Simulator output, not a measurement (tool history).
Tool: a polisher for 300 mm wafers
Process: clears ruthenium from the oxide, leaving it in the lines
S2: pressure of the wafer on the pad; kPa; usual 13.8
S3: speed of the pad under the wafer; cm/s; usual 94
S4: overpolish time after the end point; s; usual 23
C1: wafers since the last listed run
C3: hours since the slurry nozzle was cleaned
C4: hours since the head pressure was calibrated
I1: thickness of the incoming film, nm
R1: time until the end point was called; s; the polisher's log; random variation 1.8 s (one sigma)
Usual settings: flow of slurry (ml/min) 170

run 1 hour=0.0 | flow_of_slurry_(ml/min)=170 S2=13.8 S3=94 S4=23 | C1=0 wafers_polished_on_this_pad=1978 C3=483.7 C4=541.6 | I1=128.8 | R1=131.2
-- hour=124.1 slurry nozzle cleaned
-- hour=188.8 head pressure recalibrated
run 2 hour=209.8 | flow_of_slurry_(ml/min)=170 S2=13.8 S3=94 S4=23 | C1=2194 wafers_polished_on_this_pad=4173 C3=85.7 C4=21.0 | I1=132.4 | R1=130.8
run 3 hour=248.4 | flow_of_slurry_(ml/min)=170 S2=13.8 S3=94 S4=23 | C1=409 wafers_polished_on_this_pad=4582 C3=124.3 C4=59.6 | I1=132.5 | R1=131.6
run 4 hour=297.4 | flow_of_slurry_(ml/min)=170 S2=13.8 S3=94 S4=23 | C1=519 wafers_polished_on_this_pad=5102 C3=173.3 C4=108.6 | I1=130.2 | R1=129.7
-- hour=306.3 worn pad replaced by a new one
run 5 hour=365.3 | flow_of_slurry_(ml/min)=170 S2=13.8 S3=94 S4=23 | C1=678 wafers_polished_on_this_pad=626 C3=241.2 C4=176.5 | I1=130.6 | R1=128.2
run 6 hour=425.8 | flow_of_slurry_(ml/min)=170 S2=11.7 S3=94 S4=23 | C1=641 wafers_polished_on_this_pad=1268 C3=301.7 C4=237.0 | I1=130.4 | R1=152.1
run 7 hour=472.9 | flow_of_slurry_(ml/min)=170 S2=13.8 S3=118 S4=32 | C1=499 wafers_polished_on_this_pad=1768 C3=348.8 C4=284.1 | I1=131.0 | R1=103.1
run 8 hour=514.8 | flow_of_slurry_(ml/min)=170 S2=13.8 S3=118 S4=32 | C1=444 wafers_polished_on_this_pad=2212 C3=390.7 C4=326.0 | I1=131.0 | R1=106.0
run 9 hour=548.1 | flow_of_slurry_(ml/min)=170 S2=13.8 S3=94 S4=31 | C1=353 wafers_polished_on_this_pad=2566 C3=424.0 C4=359.3 | I1=130.5 | R1=132.4
run 10 hour=584.2 | flow_of_slurry_(ml/min)=170 S2=13.8 S3=94 S4=31 | C1=383 wafers_polished_on_this_pad=2949 C3=460.1 C4=395.4 | I1=130.0 | R1=137.8
run 11 hour=637.1 | flow_of_slurry_(ml/min)=170 S2=13.8 S3=94 S4=31 | C1=561 wafers_polished_on_this_pad=3510 C3=513.0 C4=448.3 | I1=128.5 | R1=130.9
run 12 hour=685.7 | flow_of_slurry_(ml/min)=170 S2=13.8 S3=94 S4=23 | C1=515 wafers_polished_on_this_pad=4026 C3=561.6 C4=496.9 | I1=130.9 | R1=135.9
-- hour=711.2 slurry nozzle cleaned
run 13 hour=734.0 | flow_of_slurry_(ml/min)=170 S2=13.8 S3=94 S4=23 | C1=501 wafers_polished_on_this_pad=4528 C3=22.8 C4=545.2 | I1=128.4 | R1=127.6
run 14 hour=805.4 | flow_of_slurry_(ml/min)=170 S2=13.8 S3=94 S4=23 | C1=757 wafers_polished_on_this_pad=5286 C3=94.2 C4=616.6 | I1=131.4 | R1=127.3
run 15 hour=851.0 | flow_of_slurry_(ml/min)=210 S2=10.3 S3=66 S4=23 | C1=483 wafers_polished_on_this_pad=5769 C3=139.8 C4=662.2 | I1=132.6 | R1=234.8
-- hour=906.2 worn pad replaced by a new one
run 16 hour=916.4 | flow_of_slurry_(ml/min)=200 S2=9.7 S3=94 S4=16 | C1=651 wafers_polished_on_this_pad=107 C3=205.2 C4=727.6 | I1=132.6 | R1=181.6
run 17 hour=957.4 | flow_of_slurry_(ml/min)=115 S2=13.8 S3=86 S4=12 | C1=435 wafers_polished_on_this_pad=543 C3=246.2 C4=768.6 | I1=127.7 | R1=148.1
-- hour=961.0 head pressure recalibrated
run 18 hour=1002.2 | flow_of_slurry_(ml/min)=195 S2=13.8 S3=94 S4=23 | C1=454 wafers_polished_on_this_pad=997 C3=291.0 C4=41.2 | I1=128.8 | R1=129.7
run 19 hour=1053.4 | flow_of_slurry_(ml/min)=195 S2=11.0 S3=94 S4=23 | C1=543 wafers_polished_on_this_pad=1540 C3=342.2 C4=92.4 | I1=127.6 | R1=155.6
run 20 hour=1125.0 | flow_of_slurry_(ml/min)=170 S2=13.8 S3=94 S4=23 | C1=759 wafers_polished_on_this_pad=2300 C3=413.8 C4=164.0 | I1=132.2 | R1=136.0
run 21 hour=1180.9 | flow_of_slurry_(ml/min)=170 S2=9.0 S3=94 S4=23 | C1=593 wafers_polished_on_this_pad=2893 C3=469.7 C4=219.9 | I1=129.7 | R1=208.5
-- hour=1255.6 slurry nozzle cleaned
run 22 hour=1301.9 | flow_of_slurry_(ml/min)=215 S2=10.3 S3=70 S4=31 | C1=1273 wafers_polished_on_this_pad=4166 C3=46.3 C4=340.9 | I1=129.6 | R1=220.5
run 23 hour=1361.9 | flow_of_slurry_(ml/min)=170 S2=10.3 S3=94 S4=23 | C1=636 wafers_polished_on_this_pad=4803 C3=106.3 C4=400.9 | I1=130.0 | R1=171.2
-- hour=1367.0 worn pad replaced by a new one
run 24 hour=1420.2 | flow_of_slurry_(ml/min)=170 S2=9.0 S3=122 S4=23 | C1=576 wafers_polished_on_this_pad=564 C3=164.6 C4=459.2 | I1=130.8 | R1=150.5
run 25 hour=1476.5 | flow_of_slurry_(ml/min)=170 S2=9.7 S3=94 S4=18 | C1=597 wafers_polished_on_this_pad=1162 C3=220.9 C4=515.5 | I1=130.5 | R1=182.1
run 26 hour=1547.3 | flow_of_slurry_(ml/min)=170 S2=13.8 S3=94 S4=23 | C1=751 wafers_polished_on_this_pad=1913 C3=291.7 C4=586.3 | I1=128.6 | R1=127.8
run 27 hour=1587.0 | flow_of_slurry_(ml/min)=170 S2=13.8 S3=94 S4=23 | C1=421 wafers_polished_on_this_pad=2334 C3=331.4 C4=626.0 | I1=128.3 | R1=129.8
run 28 hour=1655.6 | flow_of_slurry_(ml/min)=170 S2=13.8 S3=94 S4=19 | C1=727 wafers_polished_on_this_pad=3062 C3=400.0 C4=694.6 | I1=130.6 | R1=133.2
-- hour=1704.5 head pressure recalibrated
run 29 hour=1721.2 | flow_of_slurry_(ml/min)=170 S2=13.8 S3=94 S4=23 | C1=674 wafers_polished_on_this_pad=3737 C3=465.6 C4=16.7 | I1=129.2 | R1=132.3
-- hour=1766.9 slurry nozzle cleaned
run 30 hour=1769.5 | flow_of_slurry_(ml/min)=170 S2=16.5 S3=102 S4=27 | C1=501 wafers_polished_on_this_pad=4239 C3=2.6 C4=65.0 | I1=132.2 | R1=98.9
run 31 hour=1833.7 | flow_of_slurry_(ml/min)=170 S2=13.8 S3=94 S4=23 | C1=681 wafers_polished_on_this_pad=4920 C3=66.8 C4=129.2 | I1=131.4 | R1=125.6
-- hour=1844.7 worn pad replaced by a new one
run 32 hour=1870.2 | flow_of_slurry_(ml/min)=170 S2=16.5 S3=66 S4=23 | C1=344 wafers_polished_on_this_pad=271 C3=103.3 C4=165.7 | I1=130.1 | R1=150.6
run 33 hour=1919.1 | flow_of_slurry_(ml/min)=220 S2=15.9 S3=94 S4=23 | C1=518 wafers_polished_on_this_pad=790 C3=152.2 C4=214.6 | I1=132.3 | R1=107.8
run 34 hour=1962.0 | flow_of_slurry_(ml/min)=170 S2=13.8 S3=94 S4=23 | C1=455 wafers_polished_on_this_pad=1245 C3=195.1 C4=257.5 | I1=130.2 | R1=130.1
run 35 hour=2005.9 | flow_of_slurry_(ml/min)=170 S2=13.8 S3=94 S4=23 | C1=465 wafers_polished_on_this_pad=1711 C3=239.0 C4=301.4 | I1=132.2 | R1=130.4
run 36 hour=2035.1 | flow_of_slurry_(ml/min)=195 S2=9.7 S3=94 S4=29 | C1=309 wafers_polished_on_this_pad=2020 C3=268.2 C4=330.6 | I1=129.9 | R1=176.5

4 ways to go on from here, each from the tool as it stands after run 36. What would each give?
run A hour=2035.6 | flow_of_slurry_(ml/min)=170 S2=17.9 S3=94 S4=23 | C1=5 wafers_polished_on_this_pad=2026 C3=268.7 C4=331.1 | I1=131.0 | R1=?
run B hour=2035.6 | flow_of_slurry_(ml/min)=115 S2=15.9 S3=86 S4=35 | C1=5 wafers_polished_on_this_pad=2026 C3=268.7 C4=331.1 | I1=131.0 | R1=?
run C hour=2035.6 | flow_of_slurry_(ml/min)=200 S2=15.9 S3=84 S4=11 | C1=5 wafers_polished_on_this_pad=2026 C3=268.7 C4=331.1 | I1=131.0 | R1=?
run D hour=2035.6 | flow_of_slurry_(ml/min)=155 S2=13.8 S3=74 S4=13 | C1=5 wafers_polished_on_this_pad=2026 C3=268.7 C4=331.1 | I1=131.0 | R1=?

run=A R1=97.2
run=B R1=130.7
run=C R1=119.5
run=D R1=162.6
Without the tool's hidden state the same runs would have given:
run=A R1=95.9
run=B R1=128.3
run=C R1=118.2
run=D R1=160.3

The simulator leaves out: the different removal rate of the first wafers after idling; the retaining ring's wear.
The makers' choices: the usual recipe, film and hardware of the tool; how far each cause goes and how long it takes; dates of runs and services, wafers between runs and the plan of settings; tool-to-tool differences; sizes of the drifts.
